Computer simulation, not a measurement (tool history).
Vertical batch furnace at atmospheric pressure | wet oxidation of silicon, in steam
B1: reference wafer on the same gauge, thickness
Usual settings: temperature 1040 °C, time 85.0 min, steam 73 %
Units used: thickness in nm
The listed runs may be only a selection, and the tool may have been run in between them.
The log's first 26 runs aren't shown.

Run 27, hour 1257.7: usual settings; B1 604.78. Result: thickness 526.17 nm.
Run 28, hour 1292.2: usual settings; B1 604.58. Result: thickness 518.19 nm.
Run 29, hour 1325.4: usual settings but temperature 1062 °C, steam 76 %; B1 604.43. Result: thickness 595.78 nm.
Run 30, hour 1368.6: usual settings; B1 605.27. Result: thickness 525.78 nm.
At hour 1421.7: steam generator serviced.
Run 31, hour 1550.8: usual settings; B1 605.21. Result: thickness 520.57 nm.
Run 32, hour 1733.7: usual settings; B1 605.09. Result: thickness 520.43 nm.
Run 33, hour 1787.8: usual settings but temperature 1059 °C, time 48.0 min, steam 81 %; B1 604.31. Result: thickness 433.86 nm.
Run 34, hour 1825.5: usual settings but temperature 1052 °C, time 126.0 min, steam 62 %; B1 605.04. Result: thickness 637.31 nm.
Run 35, hour 1864.1: usual settings but temperature 1047 °C, time 74.0 min; B1 604.34. Result: thickness 497.98 nm.
Run 36, hour 1922.8: usual settings but time 72.0 min, steam 67 %; B1 604.42. Result: thickness 448.32 nm.
Run 37, hour 1988.6: usual settings; B1 604.85. Result: thickness 519.78 nm.
Run 38, hour 2037.1: usual settings but temperature 1048 °C, steam 83 %; B1 604.71. Result: thickness 586.03 nm.

The next listed run, before its measurement:
Run 39, hour 2084.8: usual settings but temperature 1054 °C, steam 61 %; B1 ?. Result: thickness ?.

{"run 39": {"B1": 604.71, "thickness": 499.63}}
Had the tool carried no hidden state, the very same run would have given thickness 499.63 nm.

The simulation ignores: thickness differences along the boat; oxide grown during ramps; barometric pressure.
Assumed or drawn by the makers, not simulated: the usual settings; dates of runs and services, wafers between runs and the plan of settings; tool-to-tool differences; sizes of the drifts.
